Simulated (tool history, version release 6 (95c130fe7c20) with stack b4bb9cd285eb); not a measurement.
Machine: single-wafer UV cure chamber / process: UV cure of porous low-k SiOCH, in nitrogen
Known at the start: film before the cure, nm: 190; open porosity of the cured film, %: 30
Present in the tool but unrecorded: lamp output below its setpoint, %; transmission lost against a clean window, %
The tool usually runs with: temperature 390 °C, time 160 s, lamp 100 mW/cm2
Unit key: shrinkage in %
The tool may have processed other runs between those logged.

run    hour  temperature  time  lamp  wafers since the last listed run  hours since the UV bulbs were replaced  wafers since the quartz window was cleaned  shrinkage
  1     0.0          390   160   100                                 0                                  1737.0                                        3151     11.765
  2    96.9          390   160   100                               621                                  1833.9                                        3772     11.408
      109.6  -- quartz window cleaned
  3   160.6          390   160   100                               357                                  1897.6                                         327     12.031
  4   262.3          390   160   100                               652                                  1999.3                                         979     12.304
  5   311.6          390   160   100                               316                                  2048.6                                        1295     12.454
  6   375.2          390   160   100                               407                                  2112.2                                        1703     12.272
  7   415.8          390   160   100                               260                                  2152.8                                        1963     12.189
  8   490.6          390   160   100                               479                                  2227.6                                        2443     11.773
  9   574.2          390   160   100                               536                                  2311.2                                        2979     11.733
 10   613.3          390   160   100                               250                                  2350.3                                        3230     11.593
 11   653.4          390   160   100                               257                                  2390.4                                        3487     11.576
 12   701.6          390   160   110                               309                                  2438.6                                        3796     11.821
      729.4  -- quartz window cleaned
 13   983.8          380   160    72                              1758                                  2720.8                                        1631     10.233
     1039.1  -- UV bulbs replaced
 14  1053.3          390   160   100                               394                                    14.2                                        2025     12.182
 15  1147.6          407    65   126                               604                                   108.5                                        2630      8.969
 16  1220.7          390   160   100                               468                                   181.6                                        3099     11.445
 17  1322.7          390    80    70                               654                                   283.6                                        3753      6.590
 18  1397.1          398   235   124                               477                                   358.0                                        4230     13.830
     1422.2  -- quartz window cleaned
 19  1438.1          390   210   100                               211                                   399.0                                         101     13.503
 20  1517.5          390   160   100                               509                                   478.4                                         610     12.219
 21  1620.4          373   225   130                               659                                   581.3                                        1270     14.689
 22  1719.9          390   160   100                               638                                   680.8                                        1908     11.870
 23  1764.8          390   255   100                               287                                   725.7                                        2196     13.618
 24  1816.5          376   250   131                               331                                   777.4                                        2528     15.005
 25  1858.3          390    95   100                               268                                   819.2                                        2796      9.573

Subtracting, for every run, the result it would have given without the tool's unlogged condition from the measured result gives the following. The same run-to-run variation enters both numbers; the gauge's scatter may not:
run  shrinkage
  1     -0.634
  2     -0.922
  3     -0.019
  4     -0.070
  5     -0.114
  6     -0.188
  7     -0.246
  8     -0.369
  9     -0.558
 10     -0.658
 11     -0.779
 12     -0.937
 13     -0.179
 14     -0.291
 15     -0.448
 16     -0.631
 17     -0.865
 18     -1.268
 19     -0.175
 20     -0.193
 21     -0.281
 22     -0.392
 23     -0.471
 24     -0.602
 25     -0.668
